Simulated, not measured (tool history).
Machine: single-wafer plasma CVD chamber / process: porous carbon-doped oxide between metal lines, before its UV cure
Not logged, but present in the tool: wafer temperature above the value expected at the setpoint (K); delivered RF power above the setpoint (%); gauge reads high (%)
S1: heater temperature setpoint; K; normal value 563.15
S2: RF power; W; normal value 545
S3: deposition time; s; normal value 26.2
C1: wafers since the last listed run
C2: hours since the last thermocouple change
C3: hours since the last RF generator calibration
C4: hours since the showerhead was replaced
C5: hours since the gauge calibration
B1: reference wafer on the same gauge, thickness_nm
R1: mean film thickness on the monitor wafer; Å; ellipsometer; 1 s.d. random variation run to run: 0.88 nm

{"run": 1, "hour": 0.0, "S1": 573.15, "S2": 545, "S3": 29.9, "C1": 0, "C2": 1538.2, "C3": 329.3, "C4": 7268.7, "C5": 274.3, "B1": 177.641, "R1": 1693.91}
{"run": 2, "hour": 35.9, "S1": 573.15, "S2": 545, "S3": 29.9, "C1": 471, "C2": 1574.1, "C3": 365.2, "C4": 7304.6, "C5": 310.2, "B1": 178, "R1": 1714.57}
{"run": 3, "hour": 54.6, "S1": 573.15, "S2": 545, "S3": 29.9, "C1": 245, "C2": 1592.8, "C3": 383.9, "C4": 7323.3, "C5": 328.9, "B1": 177.837, "R1": 1693.19}
{"run": 4, "hour": 81.8, "S1": 563.15, "S2": 545, "S3": 26.2, "C1": 356, "C2": 1620, "C3": 411.1, "C4": 7350.5, "C5": 356.1, "B1": 177.972, "R1": 1584.24}
{"run": 5, "hour": 101.7, "S1": 563.15, "S2": 545, "S3": 26.2, "C1": 261, "C2": 1639.9, "C3": 431, "C4": 7370.4, "C5": 376, "B1": 178.545, "R1": 1578.06}
{"run": 6, "hour": 131.6, "S1": 563.15, "S2": 545, "S3": 26.2, "C1": 392, "C2": 1669.8, "C3": 460.9, "C4": 7400.3, "C5": 405.9, "B1": 178.028, "R1": 1569.25}
{"run": 7, "hour": 161.2, "S1": 563.15, "S2": 545, "S3": 29.9, "C1": 388, "C2": 1699.4, "C3": 490.5, "C4": 7429.9, "C5": 435.5, "B1": 178.116, "R1": 1780.13}
{"run": 8, "hour": 184.8, "S1": 563.15, "S2": 545, "S3": 29.9, "C1": 309, "C2": 1723, "C3": 514.1, "C4": 7453.5, "C5": 459.1, "B1": 178.179, "R1": 1768.55}
{"run": 9, "hour": 208.0, "S1": 556.15, "S2": 595, "S3": 26.2, "C1": 304, "C2": 1746.2, "C3": 537.3, "C4": 7476.7, "C5": 482.3, "B1": 177.981, "R1": 1708.56}
{"run": 10, "hour": 283.5, "S1": 556.15, "S2": 595, "S3": 26.2, "C1": 990, "C2": 1821.7, "C3": 612.8, "C4": 7552.2, "C5": 557.8, "B1": 178.032, "R1": 1702.55}
{"run": 11, "hour": 312.0, "S1": 556.15, "S2": 595, "S3": 26.2, "C1": 373, "C2": 1850.2, "C3": 641.3, "C4": 7580.7, "C5": 586.3, "B1": 178.034, "R1": 1716.17}
{"run": 12, "hour": 336.8, "S1": 563.15, "S2": 545, "S3": 24.5, "C1": 325, "C2": 1875, "C3": 666.1, "C4": 7605.5, "C5": 611.1, "B1": 177.455, "R1": 1453.58}
{"run": 13, "hour": 349.3, "S1": 563.15, "S2": 545, "S3": 24.5, "C1": 164, "C2": 1887.5, "C3": 678.6, "C4": 7618, "C5": 623.6, "B1": 178.048, "R1": 1455.16}
{"run": 14, "hour": 374.0, "S1": 563.15, "S2": 545, "S3": 24.5, "C1": 324, "C2": 1912.2, "C3": 703.3, "C4": 7642.7, "C5": 648.3, "B1": 177.71, "R1": 1441.61}
{"run": 15, "hour": 401.4, "S1": 563.15, "S2": 590, "S3": 23.9, "C1": 359, "C2": 1939.6, "C3": 730.7, "C4": 7670.1, "C5": 675.7, "B1": 177.973, "R1": 1477.27}
{"run": 16, "hour": 417.0, "S1": 553.15, "S2": 600, "S3": 23.5, "C1": 204, "C2": 1955.2, "C3": 746.3, "C4": 7685.7, "C5": 691.3, "B1": 178.34, "R1": 1568.51}
{"run": 17, "hour": 435.8, "S1": 563.15, "S2": 590, "S3": 23.9, "C1": 246, "C2": 1974, "C3": 765.1, "C4": 7704.5, "C5": 710.1, "B1": 177.911, "R1": 1478.32}
{"hour": 513.4, "done": "showerhead replaced"}
{"hour": 526.8, "done": "thermocouple changed; heater temperature recalibrated"}
{"run": 18, "hour": 536.7, "S1": 572.15, "S2": 435, "S3": 29.9, "C1": 1114, "C2": 9.9, "C3": 866, "C4": 23.3, "C5": 811, "B1": 177.892, "R1": 1405.83}
{"run": 19, "hour": 563.8, "S1": 552.15, "S2": 605, "S3": 28.7, "C1": 355, "C2": 37, "C3": 893.1, "C4": 50.4, "C5": 838.1, "B1": 178.024, "R1": 1883.97}
{"run": 20, "hour": 589.7, "S1": 563.15, "S2": 605, "S3": 28.9, "C1": 339, "C2": 62.9, "C3": 919, "C4": 76.3, "C5": 864, "B1": 177.867, "R1": 1776.92}
{"hour": 614.2, "done": "RF generator calibrated"}
{"run": 21, "hour": 624.1, "S1": 563.15, "S2": 545, "S3": 26.2, "C1": 346, "C2": 97.3, "C3": 9.9, "C4": 110.7, "C5": 898.4, "B1": 178.047, "R1": 1587.17}
{"run": 22, "hour": 647.6, "S1": 576.15, "S2": 655, "S3": 26.2, "C1": 308, "C2": 120.8, "C3": 33.4, "C4": 134.2, "C5": 921.9, "B1": 178.222, "R1": 1651.46}
{"hour": 656.5, "done": "gauge calibrated"}
{"run": 23, "hour": 675.6, "S1": 568.15, "S2": 465, "S3": 24, "C1": 367, "C2": 148.8, "C3": 61.4, "C4": 162.2, "C5": 19.1, "B1": 177.806, "R1": 1277.45}
{"run": 24, "hour": 691.6, "S1": 559.15, "S2": 645, "S3": 28.8, "C1": 209, "C2": 164.8, "C3": 77.4, "C4": 178.2, "C5": 35.1, "B1": 177.842, "R1": 1962.37}
{"run": 25, "hour": 707.4, "S1": 563.15, "S2": 545, "S3": 26.2, "C1": 207, "C2": 180.6, "C3": 93.2, "C4": 194, "C5": 50.9, "B1": 178.002, "R1": 1574.88}
{"run": 26, "hour": 754.0, "S1": 549.15, "S2": 510, "S3": 30.8, "C1": 611, "C2": 227.2, "C3": 139.8, "C4": 240.6, "C5": 97.5, "B1": 178.217, "R1": 1915.03}
{"run": 27, "hour": 777.4, "S1": 550.15, "S2": 605, "S3": 24, "C1": 307, "C2": 250.6, "C3": 163.2, "C4": 264, "C5": 120.9, "B1": 178.193, "R1": 1676.23}
{"run": 28, "hour": 808.6, "S1": 556.15, "S2": 595, "S3": 26.2, "C1": 409, "C2": 281.8, "C3": 194.4, "C4": 295.2, "C5": 152.1, "B1": 177.984, "R1": 1733.6}
{"run": 29, "hour": 824.2, "S1": 556.15, "S2": 595, "S3": 26.2, "C1": 204, "C2": 297.4, "C3": 210, "C4": 310.8, "C5": 167.7, "B1": 177.976, "R1": 1733.13}

Each row is a separate what-if for the run after 29, all from the same tool condition, not one after another. Results?
{"run": "A", "hour": 824.6, "S1": 563.15, "S2": 545, "S3": 26.2, "C1": 5, "C2": 297.8, "C3": 210.4, "C4": 311.2, "C5": 168.1, "B1": "?", "R1": "?"}
{"run": "B", "hour": 824.6, "S1": 575.15, "S2": 545, "S3": 29.1, "C1": 5, "C2": 297.8, "C3": 210.4, "C4": 311.2, "C5": 168.1, "B1": "?", "R1": "?"}
{"run": "C", "hour": 824.6, "S1": 563.15, "S2": 580, "S3": 22.7, "C1": 5, "C2": 297.8, "C3": 210.4, "C4": 311.2, "C5": 168.1, "B1": "?", "R1": "?"}
{"run": "D", "hour": 824.6, "S1": 563.15, "S2": 500, "S3": 30.3, "C1": 5, "C2": 297.8, "C3": 210.4, "C4": 311.2, "C5": 168.1, "B1": "?", "R1": "?"}

run=A B1=177.856 R1=1579.45
run=B B1=177.856 R1=1640.38
run=C B1=177.856 R1=1430.46
run=D B1=177.856 R1=1720.24
The same runs, with their run-to-run variation unchanged, on a tool lacking any hidden condition would have given:
run=A R1=1591.93
run=B R1=1653.35
run=C R1=1441.53
run=D R1=1734
